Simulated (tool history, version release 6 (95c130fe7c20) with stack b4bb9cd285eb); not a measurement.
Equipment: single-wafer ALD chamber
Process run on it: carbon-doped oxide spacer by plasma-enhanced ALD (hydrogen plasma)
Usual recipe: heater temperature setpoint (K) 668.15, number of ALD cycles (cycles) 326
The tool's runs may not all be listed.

run    hour  heater temperature setpoint (K)  number of ALD cycles (cycles)  wafers since the last listed run  hours since the last thermocouple change  hours since the gauge calibration  read-back reference wafer on the same gauge, thickness_nm  mean film thickness on the monitor wafer (Å)
  1       0                           671.15                            345                                 0                                     246.7                              547.9                                                     17.616                                        173.81
  2    99.2                           671.15                            345                               155                                     345.9                              647.1                                                     17.633                                        173.48
  3   193.1                           671.15                            345                               146                                     439.8                                741                                                     17.645                                        174.58
  4   274.2                           671.15                            326                               126                                     520.9                              822.1                                                     17.666                                        164.61
  5   403.3                           671.15                            326                               202                                       650                              951.2                                                     17.687                                        164.79
  6   501.5                           668.15                            326                               153                                     748.2                             1049.4                                                     17.687                                        165.87
  7   555.7                           668.15                            326                                84                                     802.4                             1103.6                                                     17.714                                        165.67
  8   635.4                           668.15                            326                               124                                     882.1                             1183.3                                                     17.719                                        165.28
  9   683.3                           668.15                            326                                74                                       930                             1231.2                                                     17.746                                        165.45
      737.7  -- gauge calibrated
 10   777.1                           668.15                            326                               146                                    1023.8                               39.4                                                     17.543                                         163.6
 11   854.8                           663.15                            326                               121                                    1101.5                              117.1                                                     17.551                                        163.96
 12   921.7                           663.15                            326                               104                                    1168.4                                184                                                     17.579                                        163.71
 13   994.4                           660.15                            326                               113                                    1241.1                              256.7                                                      17.58                                        163.51
 14  1081.6                           657.15                            326                               136                                    1328.3                              343.9                                                     17.597                                        164.73
     1116.3  -- thermocouple changed; heater temperature recalibrated
 15  1122.9                           668.15                            326                                52                                       6.6                              385.2                                                     17.607                                        164.72
 16    1353                           657.15                            268                               360                                     236.7                              615.3                                                     17.655                                        135.09
 17  1407.5                           678.15                            295                                85                                     291.2                              669.8                                                     17.657                                        148.19
 18  1475.4                           668.15                            326                               106                                     359.1                              737.7                                                     17.665                                        165.17
 19  1569.2                           675.15                            326                               146                                     452.9                              831.5                                                     17.673                                         164.4
 20    1624                           662.15                            385                                85                                     507.7                              886.3                                                     17.677                                        195.69
 21  1715.9                           655.15                            384                               143                                     599.6                              978.2                                                     17.718                                        194.36
 22    1799                           668.15                            326                               130                                     682.7                             1061.3                                                     17.731                                        165.74
 23  1884.4                           668.15                            326                               133                                     768.1                             1146.7                                                     17.767                                        165.83
 24    1986                           657.15                            276                               159                                     869.7                             1248.3                                                     17.781                                        140.88
 25  2031.4                           668.15                            291                                71                                     915.1                             1293.7                                                     17.785                                        149.06
     2063.8  -- gauge calibrated
 26  2093.9                           655.15                            348                                97                                     977.6                               30.1                                                     17.551                                        174.66

Describe how what the log doesn't record of the tool's condition differs between the last listed run preceding each entry between runs and the first listed run following it.
Logged between run 9 and run 10: gauge calibrated (hour 737.7)
  gauge reads high (%): 1.33 -> 0.224
  what was measured, less what the result would be without the hidden state, mean film thickness on the monitor wafer (Å): +2.17 -> +0.36
Logged between run 14 and run 15: thermocouple changed; heater temperature recalibrated (hour 1116.3)
  gauge reads high (%): 0.545 -> 0.588
  what was measured, less what the result would be without the hidden state, mean film thickness on the monitor wafer (Å): +0.89 -> +0.97
Logged between run 25 and run 26: gauge calibrated (hour 2063.8)
  gauge reads high (%): 1.55 -> 0.293
  what was measured, less what the result would be without the hidden state, mean film thickness on the monitor wafer (Å): +2.27 -> +0.51

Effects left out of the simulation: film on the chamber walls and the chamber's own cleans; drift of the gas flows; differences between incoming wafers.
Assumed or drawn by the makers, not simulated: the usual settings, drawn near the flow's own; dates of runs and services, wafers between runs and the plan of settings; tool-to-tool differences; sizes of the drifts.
